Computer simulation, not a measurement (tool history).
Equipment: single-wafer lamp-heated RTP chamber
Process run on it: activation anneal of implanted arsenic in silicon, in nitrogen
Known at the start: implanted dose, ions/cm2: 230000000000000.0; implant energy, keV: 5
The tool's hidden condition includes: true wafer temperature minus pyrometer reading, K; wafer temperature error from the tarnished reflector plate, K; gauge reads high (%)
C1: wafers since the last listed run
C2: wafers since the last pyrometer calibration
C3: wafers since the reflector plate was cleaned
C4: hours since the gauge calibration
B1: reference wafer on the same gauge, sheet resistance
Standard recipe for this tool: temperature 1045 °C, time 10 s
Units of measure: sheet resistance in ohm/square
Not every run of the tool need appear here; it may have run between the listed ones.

Run 1, hour 0: usual settings but temperature 1023 °C; C1 0; C2 3068; C3 3416; C4 48.8; B1 408.02. Result: sheet resistance 428.87 ohm/square.
At hour 15.1: pyrometer window cleaned and pyrometer calibrated.
Run 2, hour 29.4: usual settings but temperature 1023 °C; C1 412; C2 276; C3 3829; C4 78.2; B1 407.98. Result: sheet resistance 427.04 ohm/square.
Run 3, hour 43: usual settings but temperature 1038 °C, time 12 s; C1 262; C2 539; C3 4092; C4 91.8; B1 407.96. Result: sheet resistance 417.66 ohm/square.
Run 4, hour 68.8: usual settings but temperature 1038 °C, time 12 s; C1 497; C2 1037; C3 4590; C4 117.6; B1 407.99. Result: sheet resistance 417.28 ohm/square.
Run 5, hour 92.2: usual settings; C1 451; C2 1488; C3 5041; C4 141; B1 407.83. Result: sheet resistance 416.89 ohm/square.
Run 6, hour 106.1: usual settings; C1 268; C2 1756; C3 5310; C4 154.9; B1 408.25. Result: sheet resistance 416.57 ohm/square.
Run 7, hour 139.6: usual settings but time 9 s; C1 646; C2 2403; C3 5956; C4 188.4; B1 408.17. Result: sheet resistance 420.27 ohm/square.
At hour 162.2: pyrometer window cleaned and pyrometer calibrated.
Run 8, hour 164: usual settings; C1 316; C2 34; C3 6272; C4 212.8; B1 407.95. Result: sheet resistance 414.3 ohm/square.
Run 9, hour 176.3: usual settings; C1 237; C2 271; C3 6510; C4 225.1; B1 408.13. Result: sheet resistance 417.98 ohm/square.
Run 10, hour 225.2: usual settings; C1 943; C2 1215; C3 7453; C4 274; B1 408.14. Result: sheet resistance 415.24 ohm/square.
Run 11, hour 247.3: usual settings but time 13 s; C1 426; C2 1641; C3 7880; C4 296.1; B1 407.69. Result: sheet resistance 409.8 ohm/square.
At hour 267: reflector plate cleaned.
Run 12, hour 267.5: usual settings but time 13 s; C1 235; C2 1877; C3 9; C4 316.3; B1 408.04. Result: sheet resistance 409.22 ohm/square.
Run 13, hour 293.9: usual settings; C1 509; C2 2386; C3 519; C4 342.7; B1 408.08. Result: sheet resistance 413.55 ohm/square.
At hour 310.5: pyrometer window cleaned and pyrometer calibrated.
Run 14, hour 313.3: usual settings; C1 219; C2 53; C3 739; C4 362.1; B1 408.18. Result: sheet resistance 414.37 ohm/square.
Run 15, hour 332: usual settings; C1 360; C2 414; C3 1100; C4 380.8; B1 407.9. Result: sheet resistance 414.51 ohm/square.
Run 16, hour 357.7: usual settings; C1 495; C2 910; C3 1596; C4 406.5; B1 408. Result: sheet resistance 413.13 ohm/square.
At hour 372.7: gauge calibrated.
Run 17, hour 381.1: usual settings but temperature 1025 °C, time 5 s; C1 451; C2 1361; C3 2047; C4 8.4; B1 408.02. Result: sheet resistance 434.84 ohm/square.

Expected results for the next run?
Run 18, hour 405.4: usual settings; C1 468; C2 1830; C3 2516; C4 32.7; B1 ?. Result: sheet resistance ?.

Run 18 yielded B1 408, sheet resistance 414 ohm/square.
On a tool with no hidden condition, and with the same random variation, this run would have come out at sheet resistance 418.97 ohm/square.

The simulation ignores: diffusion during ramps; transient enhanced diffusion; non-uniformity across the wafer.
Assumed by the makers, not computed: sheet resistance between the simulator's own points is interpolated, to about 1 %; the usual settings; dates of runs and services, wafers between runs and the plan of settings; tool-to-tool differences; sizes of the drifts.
